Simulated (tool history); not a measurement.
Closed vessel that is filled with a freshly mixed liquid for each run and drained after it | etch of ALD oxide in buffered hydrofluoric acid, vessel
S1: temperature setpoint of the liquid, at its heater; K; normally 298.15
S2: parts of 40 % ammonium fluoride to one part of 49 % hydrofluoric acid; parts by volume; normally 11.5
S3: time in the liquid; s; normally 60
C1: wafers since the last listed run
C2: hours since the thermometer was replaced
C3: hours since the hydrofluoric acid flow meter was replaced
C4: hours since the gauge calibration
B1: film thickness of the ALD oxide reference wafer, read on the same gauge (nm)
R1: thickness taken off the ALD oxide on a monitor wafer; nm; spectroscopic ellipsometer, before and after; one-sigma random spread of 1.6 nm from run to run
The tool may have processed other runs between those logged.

| run | day | S1 | S2 | S3 | C1 | C2 | C3 | C4 | B1 | R1 |
|---|---|---|---|---|---|---|---|---|---|---|
| 1 | 0.000 | 298.15 | 11.5 | 60 | 0 | 107.8 | 371.4 | 755.5 | 143.43 | 184.80 |
| 2 | 2.958 | 298.15 | 11.5 | 60 | 8401 | 178.8 | 442.4 | 826.5 | 143.83 | 187.83 |
| 3 | 5.433 | 298.15 | 11.5 | 60 | 7029 | 238.2 | 501.8 | 885.9 | 144.15 | 183.73 |
| 4 | 8.033 | 298.15 | 8.5 | 50 | 7384 | 300.6 | 564.2 | 948.3 | 144.52 | 201.32 |
| 5 | 10.546 | 298.15 | 8.5 | 50 | 7135 | 360.9 | 624.5 | 1008.6 | 144.86 | 204.01 |
| 6 | 11.871 | 298.15 | 11.5 | 70 | 3763 | 392.7 | 656.3 | 1040.4 | 145.03 | 216.63 |
| 7 | 13.583 | 298.15 | 11.5 | 60 | 4863 | 433.8 | 697.4 | 1081.5 | 145.28 | 186.40 |
| 8 | 14.904 | 298.15 | 11.5 | 60 | 3751 | 465.5 | 729.1 | 1113.2 | 145.43 | 187.39 |
| 9 | 16.946 | 298.15 | 11.5 | 60 | 5798 | 514.5 | 778.1 | 1162.2 | 145.72 | 187.08 |
| 10 | 18.612 | 298.15 | 11.5 | 60 | 4733 | 554.5 | 818.1 | 1202.2 | 145.90 | 188.70 |
|  | 19.467 | thermometer replaced |
| 11 | 26.058 | 298.15 | 11.5 | 60 | 21027 | 158.2 | 996.8 | 1380.9 | 146.93 | 189.86 |
| 12 | 30.525 | 295.65 | 11.5 | 85 | 12685 | 265.4 | 1104.0 | 1488.1 | 147.53 | 233.82 |
| 13 | 33.429 | 298.15 | 11.5 | 60 | 8247 | 335.1 | 1173.7 | 1557.8 | 147.94 | 188.75 |
| 14 | 35.542 | 301.15 | 11.5 | 60 | 5999 | 385.8 | 1224.4 | 1608.5 | 148.20 | 222.76 |
| 15 | 37.854 | 297.15 | 11.5 | 45 | 6567 | 441.3 | 1279.9 | 1664.0 | 148.52 | 137.82 |
| 16 | 38.979 | 294.65 | 11.5 | 60 | 3195 | 468.3 | 1306.9 | 1691.0 | 148.64 | 156.39 |
|  | 40.475 | gauge calibrated |
|  | 43.417 | thermometer replaced |
| 17 | 45.362 | 295.15 | 15.5 | 45 | 18010 | 46.7 | 1460.1 | 117.3 | 138.86 | 83.34 |
| 18 | 47.367 | 298.15 | 10.0 | 60 | 5691 | 94.8 | 1508.2 | 165.4 | 139.16 | 205.27 |
| 19 | 50.108 | 296.65 | 13.0 | 60 | 7786 | 160.6 | 1574.0 | 231.2 | 139.50 | 147.85 |
| 20 | 51.633 | 299.65 | 14.0 | 60 | 4331 | 197.2 | 1610.6 | 267.8 | 139.70 | 163.15 |
| 21 | 54.329 | 298.15 | 11.5 | 60 | 7656 | 261.9 | 1675.3 | 332.5 | 140.06 | 182.14 |
| 22 | 55.350 | 301.15 | 11.5 | 40 | 2899 | 286.4 | 1699.8 | 357.0 | 140.24 | 140.17 |
| 23 | 57.808 | 298.15 | 11.5 | 60 | 6981 | 345.4 | 1758.8 | 416.0 | 140.54 | 182.47 |
| 24 | 60.133 | 298.15 | 11.5 | 60 | 6603 | 401.2 | 1814.6 | 471.8 | 140.85 | 181.28 |
| 25 | 62.354 | 298.15 | 11.5 | 60 | 6307 | 454.5 | 1867.9 | 525.1 | 141.14 | 183.54 |
| 26 | 64.696 | 298.15 | 10.0 | 75 | 6650 | 510.7 | 1924.1 | 581.3 | 141.48 | 260.61 |

What does the tool deliver on the next run?
| 27 | 66.508 | 298.15 | 9.0 | 90 | 5147 | 554.2 | 1967.6 | 624.8 | ? | ? |

Run 27 yielded B1 141.72, R1 334.65 nm.
Minus the tool's unlogged condition, the same run would have read R1 330.59 nm.
